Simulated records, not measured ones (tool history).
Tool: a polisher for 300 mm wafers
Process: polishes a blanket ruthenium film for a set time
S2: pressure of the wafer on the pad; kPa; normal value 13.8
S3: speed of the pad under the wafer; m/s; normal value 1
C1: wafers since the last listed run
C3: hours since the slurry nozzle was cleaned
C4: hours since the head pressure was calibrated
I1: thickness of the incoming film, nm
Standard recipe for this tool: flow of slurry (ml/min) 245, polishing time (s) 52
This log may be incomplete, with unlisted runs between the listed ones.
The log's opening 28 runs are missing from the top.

run 29 hour=1471.5 | flow_of_slurry_(ml/min)=160 S2=13.8 S3=0.82 polishing_time_(s)=52 | C1=588 wafers_polished_on_this_pad=1705 C3=623.3 C4=380.7 | I1=533.9 | film_removed_(Å)=387
run 30 hour=1526.8 | flow_of_slurry_(ml/min)=285 S2=13.8 S3=0.84 polishing_time_(s)=52 | C1=474 wafers_polished_on_this_pad=2180 C3=678.6 C4=436 | I1=537.1 | film_removed_(Å)=427
run 31 hour=1575.8 | flow_of_slurry_(ml/min)=165 S2=13.8 S3=1.28 polishing_time_(s)=52 | C1=420 wafers_polished_on_this_pad=2601 C3=727.6 C4=485 | I1=546 | film_removed_(Å)=547
-- hour=1578.9 slurry nozzle cleaned
run 32 hour=1612.4 | flow_of_slurry_(ml/min)=245 S2=13.8 S3=1 polishing_time_(s)=52 | C1=305 wafers_polished_on_this_pad=2906 C3=33.5 C4=521.6 | I1=546.4 | film_removed_(Å)=525
run 33 hour=1671.1 | flow_of_slurry_(ml/min)=245 S2=13.8 S3=1 polishing_time_(s)=52 | C1=503 wafers_polished_on_this_pad=3410 C3=92.2 C4=580.3 | I1=540.2 | film_removed_(Å)=526
-- hour=1708.8 worn pad replaced by a new one
run 34 hour=1730.5 | flow_of_slurry_(ml/min)=245 S2=13.8 S3=0.74 polishing_time_(s)=52 | C1=475 wafers_polished_on_this_pad=186 C3=151.6 C4=639.7 | I1=536.6 | film_removed_(Å)=408
run 35 hour=1798.9 | flow_of_slurry_(ml/min)=245 S2=17.2 S3=1 polishing_time_(s)=52 | C1=587 wafers_polished_on_this_pad=773 C3=220 C4=708.1 | I1=536.9 | film_removed_(Å)=597
run 36 hour=1870.5 | flow_of_slurry_(ml/min)=245 S2=13.8 S3=0.9 polishing_time_(s)=40 | C1=614 wafers_polished_on_this_pad=1387 C3=291.6 C4=779.7 | I1=538.4 | film_removed_(Å)=368
run 37 hour=2073.6 | flow_of_slurry_(ml/min)=215 S2=13.8 S3=1 polishing_time_(s)=52 | C1=1743 wafers_polished_on_this_pad=3131 C3=494.7 C4=982.8 | I1=544 | film_removed_(Å)=507

Predict each of these 4 candidate next runs independently; none follows another, all start after run 37:
run A hour=2074 | flow_of_slurry_(ml/min)=245 S2=13.8 S3=1 polishing_time_(s)=52 | C1=3 wafers_polished_on_this_pad=3134 C3=495.1 C4=983.2 | I1=537.8 | film_removed_(Å)=?
run B hour=2074 | flow_of_slurry_(ml/min)=210 S2=10.3 S3=1.18 polishing_time_(s)=41 | C1=3 wafers_polished_on_this_pad=3134 C3=495.1 C4=983.2 | I1=537.8 | film_removed_(Å)=?
run C hour=2074 | flow_of_slurry_(ml/min)=245 S2=12.4 S3=0.82 polishing_time_(s)=52 | C1=3 wafers_polished_on_this_pad=3134 C3=495.1 C4=983.2 | I1=537.8 | film_removed_(Å)=?
run D hour=2074 | flow_of_slurry_(ml/min)=245 S2=13.8 S3=1.14 polishing_time_(s)=41 | C1=3 wafers_polished_on_this_pad=3134 C3=495.1 C4=983.2 | I1=537.8 | film_removed_(Å)=?

run=A film_removed_(Å)=521
run=B film_removed_(Å)=394
run=C film_removed_(Å)=414
run=D film_removed_(Å)=461
The same runs, with their run-to-run variation unchanged, on a tool lacking any hidden condition would have given:
run=A film_removed_(Å)=533
run=B film_removed_(Å)=404
run=C film_removed_(Å)=423
run=D film_removed_(Å)=471

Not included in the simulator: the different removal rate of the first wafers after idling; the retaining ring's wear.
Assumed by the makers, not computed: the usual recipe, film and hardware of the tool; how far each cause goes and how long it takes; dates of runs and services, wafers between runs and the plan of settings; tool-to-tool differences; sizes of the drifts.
